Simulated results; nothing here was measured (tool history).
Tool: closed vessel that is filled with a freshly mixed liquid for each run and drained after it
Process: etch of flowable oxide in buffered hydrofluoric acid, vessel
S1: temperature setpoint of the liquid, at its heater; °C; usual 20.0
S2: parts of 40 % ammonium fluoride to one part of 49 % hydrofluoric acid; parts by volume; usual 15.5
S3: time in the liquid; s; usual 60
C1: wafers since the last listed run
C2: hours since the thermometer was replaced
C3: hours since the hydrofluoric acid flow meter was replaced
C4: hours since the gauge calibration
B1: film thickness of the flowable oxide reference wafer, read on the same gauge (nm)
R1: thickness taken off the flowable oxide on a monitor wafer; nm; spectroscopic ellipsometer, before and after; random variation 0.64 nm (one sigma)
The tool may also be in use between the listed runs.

run	hour	S1	S2	S3	C1	C2	C3	C4	B1	R1
1	0.0	20.0	15.5	60	0	325.3	1628.8	547.7	70.02	107.69
2	103.1	20.0	15.5	60	7515	428.4	1731.9	650.8	70.02	107.44
# hour 118.0: gauge calibrated
3	151.6	22.0	15.5	60	3535	476.9	1780.4	33.6	69.98	121.98
4	243.0	22.0	15.5	60	6662	568.3	1871.8	125.0	70.01	121.04
# hour 253.0: thermometer replaced
5	340.4	22.0	15.5	60	7027	87.4	1969.2	222.4	69.98	115.75
6	447.2	20.0	14.0	60	7785	194.2	2076.0	329.2	70.04	115.83
7	539.0	20.0	14.0	60	6692	286.0	2167.8	421.0	69.99	116.30
# hour 541.9: hydrofluoric acid flow meter replaced
8	585.1	20.0	14.0	60	3287	332.1	43.2	467.1	69.99	125.24
9	689.4	23.0	15.5	60	7603	436.4	147.5	571.4	69.96	136.76
10	793.3	17.5	11.0	80	7574	540.3	251.4	675.3	70.01	189.19
11	857.6	20.0	15.5	60	4687	604.6	315.7	739.6	70.01	116.49
# hour 858.4: gauge calibrated
# hour 902.2: thermometer replaced
12	964.5	20.0	15.5	60	7719	62.3	422.6	106.1	69.98	107.82
13	1011.2	17.0	15.5	45	3404	109.0	469.3	152.8	69.98	69.25
14	1106.1	23.0	11.0	35	6918	203.9	564.2	247.7	69.99	106.63
15	1167.1	18.0	11.5	95	4446	264.9	625.2	308.7	70.02	212.55
16	1256.8	25.0	15.5	80	6538	354.6	714.9	398.4	70.00	196.31
17	1350.7	24.5	11.5	70	6845	448.5	808.8	492.3	70.00	227.09

Forecast each of these 5 alternatives for the next run:
A	1351.4	20.0	15.5	90	51	449.2	809.5	493.0	?	?
B	1351.4	20.0	10.5	90	51	449.2	809.5	493.0	?	?
C	1351.4	17.0	15.5	60	51	449.2	809.5	493.0	?	?
D	1351.4	24.0	17.5	85	51	449.2	809.5	493.0	?	?
E	1351.4	17.0	10.0	90	51	449.2	809.5	493.0	?	?

run	B1	R1
A	70.00	168.05
B	70.00	246.15
C	70.00	94.63
D	70.00	175.50
E	70.00	218.12
Without the tool's hidden state the same runs would have given:
run	R1
A	162.43
B	237.89
C	91.37
D	169.87
E	210.54
